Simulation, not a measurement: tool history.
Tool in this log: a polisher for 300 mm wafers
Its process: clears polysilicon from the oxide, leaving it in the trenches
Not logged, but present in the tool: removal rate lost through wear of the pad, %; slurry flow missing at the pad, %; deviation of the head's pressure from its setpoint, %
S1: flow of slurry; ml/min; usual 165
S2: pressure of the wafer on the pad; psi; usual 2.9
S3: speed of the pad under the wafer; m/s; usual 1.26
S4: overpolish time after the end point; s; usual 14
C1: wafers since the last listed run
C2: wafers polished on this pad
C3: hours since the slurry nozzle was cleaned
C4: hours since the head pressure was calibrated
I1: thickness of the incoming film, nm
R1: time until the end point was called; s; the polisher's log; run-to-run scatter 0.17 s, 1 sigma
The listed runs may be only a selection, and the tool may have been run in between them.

| run | hour | S1 | S2 | S3 | S4 | C1 | C2 | C3 | C4 | I1 | R1 |
|---|---|---|---|---|---|---|---|---|---|---|---|
| 1 | 0.0 | 165 | 2.9 | 1.26 | 14 | 0 | 30 | 473.1 | 1184.2 | 359.2 | 18.3 |
| 2 | 7.2 | 165 | 2.9 | 1.26 | 14 | 73 | 104 | 480.3 | 1191.4 | 357.4 | 18.1 |
| 3 | 16.2 | 165 | 2.9 | 1.26 | 14 | 92 | 196 | 489.3 | 1200.4 | 354.3 | 17.9 |
| 4 | 26.8 | 165 | 2.9 | 1.26 | 20 | 108 | 305 | 499.9 | 1211.0 | 363.0 | 18.4 |
| 5 | 47.0 | 165 | 2.9 | 1.26 | 14 | 207 | 513 | 520.1 | 1231.2 | 360.1 | 18.9 |
| 6 | 57.7 | 165 | 2.9 | 1.26 | 14 | 109 | 622 | 530.8 | 1241.9 | 355.5 | 18.6 |
| 7 | 69.0 | 165 | 2.9 | 1.26 | 14 | 115 | 738 | 542.1 | 1253.2 | 368.5 | 19.2 |
|  | 82.3 | worn pad replaced by a new one |
| 8 | 82.8 | 165 | 2.9 | 1.26 | 14 | 100 | 5 | 555.9 | 1267.0 | 354.6 | 18.3 |
| 9 | 87.5 | 165 | 2.9 | 1.26 | 14 | 48 | 53 | 560.6 | 1271.7 | 361.2 | 18.7 |
| 10 | 94.3 | 165 | 2.9 | 1.26 | 14 | 69 | 123 | 567.4 | 1278.5 | 362.0 | 18.6 |
| 11 | 121.8 | 165 | 2.9 | 1.26 | 14 | 282 | 405 | 594.9 | 1306.0 | 358.8 | 18.6 |
| 12 | 155.1 | 195 | 2.9 | 1.50 | 14 | 341 | 747 | 628.2 | 1339.3 | 356.4 | 15.6 |
|  | 161.8 | worn pad replaced by a new one |
| 13 | 167.6 | 195 | 2.9 | 1.50 | 14 | 87 | 59 | 640.7 | 1351.8 | 364.3 | 15.7 |
| 14 | 177.5 | 165 | 2.2 | 1.26 | 9 | 101 | 161 | 650.6 | 1361.7 | 359.1 | 25.3 |
| 15 | 185.1 | 130 | 2.6 | 1.26 | 14 | 78 | 239 | 658.2 | 1369.3 | 359.6 | 23.3 |
| 16 | 199.8 | 165 | 2.9 | 1.26 | 14 | 150 | 390 | 672.9 | 1384.0 | 359.6 | 19.0 |
| 17 | 216.1 | 165 | 2.9 | 1.26 | 14 | 167 | 557 | 689.2 | 1400.3 | 354.4 | 19.2 |
| 18 | 226.2 | 165 | 2.9 | 1.26 | 14 | 103 | 661 | 699.3 | 1410.4 | 364.2 | 19.9 |
|  | 232.6 | head pressure recalibrated |
| 19 | 240.5 | 210 | 3.8 | 1.58 | 7 | 126 | 787 | 713.6 | 7.9 | 361.7 | 11.3 |
|  | 245.2 | worn pad replaced by a new one |
| 20 | 249.9 | 140 | 2.9 | 1.26 | 16 | 55 | 48 | 723.0 | 17.3 | 356.0 | 20.7 |
| 21 | 257.2 | 145 | 2.0 | 1.26 | 14 | 74 | 123 | 730.3 | 24.6 | 358.2 | 30.2 |
|  | 264.0 | slurry nozzle cleaned |
| 22 | 274.1 | 145 | 3.7 | 0.92 | 14 | 163 | 286 | 10.1 | 41.5 | 357.6 | 19.4 |
| 23 | 290.8 | 165 | 2.9 | 1.26 | 14 | 171 | 458 | 26.8 | 58.2 | 355.0 | 17.5 |
| 24 | 301.6 | 165 | 3.3 | 1.26 | 16 | 110 | 568 | 37.6 | 69.0 | 355.9 | 15.4 |
|  | 315.8 | worn pad replaced by a new one |
| 25 | 335.5 | 165 | 2.9 | 1.26 | 14 | 306 | 202 | 71.5 | 102.9 | 358.0 | 17.7 |
| 26 | 345.5 | 165 | 2.9 | 1.38 | 20 | 102 | 304 | 81.5 | 112.9 | 356.8 | 16.0 |
| 27 | 353.8 | 165 | 2.9 | 1.42 | 14 | 85 | 390 | 89.8 | 121.2 | 360.1 | 15.8 |

Predict each of these 5 candidate next runs independently; none follows another, all start after run 27:
| A | 354.2 | 165 | 2.9 | 1.26 | 14 | 4 | 394 | 90.2 | 121.6 | 358.0 | ? |
| B | 354.2 | 165 | 2.1 | 0.98 | 16 | 4 | 394 | 90.2 | 121.6 | 358.0 | ? |
| C | 354.2 | 165 | 3.5 | 1.26 | 14 | 4 | 394 | 90.2 | 121.6 | 358.0 | ? |
| D | 354.2 | 205 | 2.4 | 1.40 | 16 | 4 | 394 | 90.2 | 121.6 | 358.0 | ? |
| E | 354.2 | 165 | 2.4 | 1.68 | 21 | 4 | 394 | 90.2 | 121.6 | 358.0 | ? |

| run | R1 |
|---|---|
| A | 17.7 |
| B | 31.5 |
| C | 14.7 |
| D | 18.6 |
| E | 16.1 |
With the hidden condition removed and each run's random variation left untouched, the same runs would have given:
| run | R1 |
|---|---|
| A | 17.7 |
| B | 31.3 |
| C | 14.6 |
| D | 18.6 |
| E | 16.0 |

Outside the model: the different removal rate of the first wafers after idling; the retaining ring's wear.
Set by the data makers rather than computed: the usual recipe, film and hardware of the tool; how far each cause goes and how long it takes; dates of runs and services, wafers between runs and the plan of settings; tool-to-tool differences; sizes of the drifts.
